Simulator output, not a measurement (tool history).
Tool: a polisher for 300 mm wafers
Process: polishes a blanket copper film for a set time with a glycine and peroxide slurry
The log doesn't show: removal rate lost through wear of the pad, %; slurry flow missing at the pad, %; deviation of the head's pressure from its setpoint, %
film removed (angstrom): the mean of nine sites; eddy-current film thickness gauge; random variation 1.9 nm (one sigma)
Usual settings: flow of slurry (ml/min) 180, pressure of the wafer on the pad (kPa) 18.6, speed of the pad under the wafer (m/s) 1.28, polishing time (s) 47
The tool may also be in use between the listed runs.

run    hour  flow of slurry (ml/min)  pressure of the wafer on the pad (kPa)  speed of the pad under the wafer (m/s)  polishing time (s)  wafers since the last listed run  wafers polished on this pad  hours since the slurry nozzle was cleaned  hours since the head pressure was calibrated  incoming thickness of the incoming film, nm  film removed (angstrom)
  1     0.0                      180                                    20.0                                    1.28                  47                                 0                          602                                      637.4                                          42.3                                       2236.7                     2716
       52.8  -- slurry nozzle cleaned
  2    61.1                      180                                    20.0                                    1.28                  47                               382                          985                                        8.3                                         103.4                                       2198.8                     2616
  3   123.4                      180                                    20.0                                    1.28                  47                               396                         1381                                       70.6                                         165.7                                       2218.8                     2652
  4   211.1                      180                                    16.5                                    1.28                  47                               558                         1939                                      158.3                                         253.4                                       2233.6                     2162
      275.6  -- worn pad replaced by a new one
  5   282.8                      180                                    16.5                                    1.28                  47                               430                           45                                      230.0                                         325.1                                       2241.5                     2352
  6   330.5                      180                                    18.6                                    1.28                  60                               303                          349                                      277.7                                         372.8                                       2225.1                     3268
  7   435.8                      180                                    18.6                                    1.28                  60                               670                         1019                                      383.0                                         478.1                                       2212.6                     3192
  8   525.9                      180                                    18.6                                    1.28                  47                               573                         1592                                      473.1                                         568.2                                       2198.8                     2423
      585.3  -- worn pad replaced by a new one
  9   630.4                      180                                    18.6                                    1.28                  47                               639                          287                                      577.6                                         672.7                                       2197.2                     2524
 10   672.6                      180                                    18.6                                    1.28                  47                               268                          555                                      619.8                                         714.9                                       2246.9                     2526
      686.2  -- head pressure recalibrated
      745.2  -- slurry nozzle cleaned
 11   748.6                      180                                    18.6                                    1.28                  47                               464                         1020                                        3.4                                          62.4                                       2206.1                     2480
 12   790.4                      180                                    18.6                                    1.28                  47                               266                         1286                                       45.2                                         104.2                                       2214.3                     2451
      886.8  -- worn pad replaced by a new one
 13   891.3                      135                                    13.8                                    1.64                  31                               616                           28                                      146.1                                         205.1                                       2248.8                     1552
 14   946.9                      180                                    13.1                                    1.02                  47                               353                          382                                      201.7                                         260.7                                       2226.2                     1609
 15  1016.2                      180                                    18.6                                    1.14                  60                               441                          823                                      271.0                                         330.0                                       2251.2                     2902
 16  1103.0                      180                                    18.6                                    1.28                  41                               552                         1376                                      357.8                                         416.8                                       2256.9                     2112
 17  1191.4                      210                                    20.7                                    1.28                  47                               562                         1938                                      446.2                                         505.2                                       2243.9                     2690
 18  1235.4                      205                                    20.7                                    1.60                  60                               280                         2218                                      490.2                                         549.2                                       2256.4                     4104
     1267.4  -- worn pad replaced by a new one
     1313.4  -- head pressure recalibrated
 19  1319.7                      240                                    21.4                                    1.48                  37                               498                          320                                      574.5                                           6.3                                       2200.2                     2696
     1364.5  -- slurry nozzle cleaned
 20  1402.5                      180                                    18.6                                    1.28                  47                               520                          840                                       38.0                                          89.1                                       2224.0                     2524
 21  1493.8                      180                                    18.6                                    1.28                  47                               581                         1421                                      129.3                                         180.4                                       2225.3                     2465
 22  1563.4                      235                                    18.6                                    1.28                  47                               442                         1864                                      198.9                                         250.0                                       2202.6                     2506
     1636.1  -- worn pad replaced by a new one
 23  1636.6                      240                                    15.2                                    1.28                  47                               440                            3                                      272.1                                         323.2                                       2243.4                     2302
 24  1707.9                      180                                    21.4                                    1.64                  41                               453                          456                                      343.4                                         394.5                                       2240.6                     3147

Forecast each of these 5 alternatives for the next run:
  A  1708.3                      180                                    18.6                                    1.28                  47                                 2                          459                                      343.8                                         394.9                                       2249.7                        ?
  B  1708.3                      180                                    18.6                                    1.02                  47                                 2                          459                                      343.8                                         394.9                                       2249.7                        ?
  C  1708.3                      135                                    16.5                                    1.60                  47                                 2                          459                                      343.8                                         394.9                                       2249.7                        ?
  D  1708.3                      120                                    13.1                                    1.28                  53                                 2                          459                                      343.8                                         394.9                                       2249.7                        ?
  E  1708.3                      220                                    18.6                                    1.28                  47                                 2                          459                                      343.8                                         394.9                                       2249.7                        ?

run  film removed (angstrom)
  A                     2580
  B                     2132
  C                     2673
  D                     1999
  E                     2655
Without the tool's hidden state the same runs would have given:
run  film removed (angstrom)
  A                     2643
  B                     2184
  C                     2739
  D                     2048
  E                     2720
